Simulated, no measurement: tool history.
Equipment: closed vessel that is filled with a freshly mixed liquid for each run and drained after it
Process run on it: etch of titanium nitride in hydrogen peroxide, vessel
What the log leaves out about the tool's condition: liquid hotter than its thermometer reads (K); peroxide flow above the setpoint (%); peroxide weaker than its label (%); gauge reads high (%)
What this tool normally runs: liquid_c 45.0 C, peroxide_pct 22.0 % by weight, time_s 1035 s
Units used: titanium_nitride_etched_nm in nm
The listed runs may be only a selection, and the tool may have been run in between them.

run,hour,liquid_c,peroxide_pct,time_s,wafers since the last listed run,hours since the thermometer was replaced,hours since the peroxide flow meter was replaced,hours since the drum of peroxide was connected,hours since the gauge calibration,"read-back film thickness of the titanium nitride reference wafer, read on the same gauge (nm)",titanium_nitride_etched_nm
1,0.0,45.0,22.0,1035,0,2008.3,783.0,996.5,1070.4,89.99,64.21
2,20.2,45.0,22.0,1035,1495,2028.5,803.2,1016.7,1090.6,90.00,63.27
3,32.4,45.0,22.0,1035,903,2040.7,815.4,1028.9,1102.8,90.00,65.00
4,64.6,45.0,22.0,1035,2383,2072.9,847.6,1061.1,1135.0,89.98,64.59
5,88.8,42.5,22.0,1035,1791,2097.1,871.8,1085.3,1159.2,90.00,53.45
6,112.9,54.0,16.0,1640,1784,2121.2,895.9,1109.4,1183.3,90.02,183.17
7,144.1,45.0,17.5,1035,2309,2152.4,927.1,1140.6,1214.5,90.01,61.02
# hour 146.8: new drum of peroxide connected
8,166.9,45.0,26.5,1505,1613,2175.2,949.9,20.1,1237.3,90.00,96.82
# hour 180.8: peroxide flow meter replaced
# hour 181.9: thermometer replaced
9,186.1,45.0,22.0,1035,1273,4.2,5.3,39.3,1256.5,90.00,70.05
# hour 189.6: gauge calibrated
10,209.9,53.5,22.0,1035,1761,28.0,29.1,63.1,20.3,90.00,128.55
11,243.5,41.0,25.0,1570,2487,61.6,62.7,96.7,53.9,90.00,83.75
12,259.1,45.0,17.5,1235,1154,77.2,78.3,112.3,69.5,90.01,81.10
13,272.4,45.0,22.0,800,984,90.5,91.6,125.6,82.8,90.00,54.28
14,289.0,45.0,22.0,1325,1228,107.1,108.2,142.2,99.4,90.02,93.28
15,322.7,45.0,22.0,1555,2494,140.8,141.9,175.9,133.1,89.99,107.62
16,351.5,45.0,22.0,1035,2132,169.6,170.7,204.7,161.9,90.01,70.14
# hour 409.2: thermometer replaced, repeated, since the last time left the tool worse
17,441.2,45.0,26.0,1350,6566,32.0,260.4,294.4,251.6,90.02,76.17
18,456.4,39.0,22.0,1035,1125,47.2,275.6,309.6,266.8,89.98,36.06
19,489.4,45.0,26.5,1505,2443,80.2,308.6,342.6,299.8,90.00,86.93
20,503.5,36.0,26.0,1035,1043,94.3,322.7,356.7,313.9,89.98,29.09
21,525.0,45.0,22.0,1035,1591,115.8,344.2,378.2,335.4,90.03,57.31
22,561.0,54.0,16.5,1035,2665,151.8,380.2,414.2,371.4,89.97,103.33
23,581.2,45.0,22.0,1035,1495,172.0,400.4,434.4,391.6,89.99,56.89
24,595.3,45.0,22.0,1035,1043,186.1,414.5,448.5,405.7,89.99,56.57
25,625.8,35.5,18.5,1195,2257,216.6,445.0,479.0,436.2,89.99,30.75
26,644.0,45.0,16.0,1035,1347,234.8,463.2,497.2,454.4,90.00,52.85
27,657.0,49.5,24.0,1625,962,247.8,476.2,510.2,467.4,89.97,126.94
28,671.5,35.5,22.0,1035,1073,262.3,490.7,524.7,481.9,89.99,28.07
29,684.6,45.0,22.0,1035,969,275.4,503.8,537.8,495.0,90.00,57.01

Consider 4 possible next runs. They are alternatives, not a sequence: every one starts from the tool as it was left by run 29. What does each give?
A,685.5,45.0,20.0,1035,66,276.3,504.7,538.7,495.9,?,?
B,685.5,45.0,26.5,1035,66,276.3,504.7,538.7,495.9,?,?
C,685.5,45.0,26.0,1440,66,276.3,504.7,538.7,495.9,?,?
D,685.5,38.0,24.5,800,66,276.3,504.7,538.7,495.9,?,?

run,"read-back film thickness of the titanium nitride reference wafer, read on the same gauge (nm)",titanium_nitride_etched_nm
A,89.97,55.51
B,89.97,59.00
C,89.97,81.75
D,89.97,26.32
What these runs would have given with no unlogged condition in the tool:
run,titanium_nitride_etched_nm
A,54.57
B,58.00
C,80.36
D,25.85
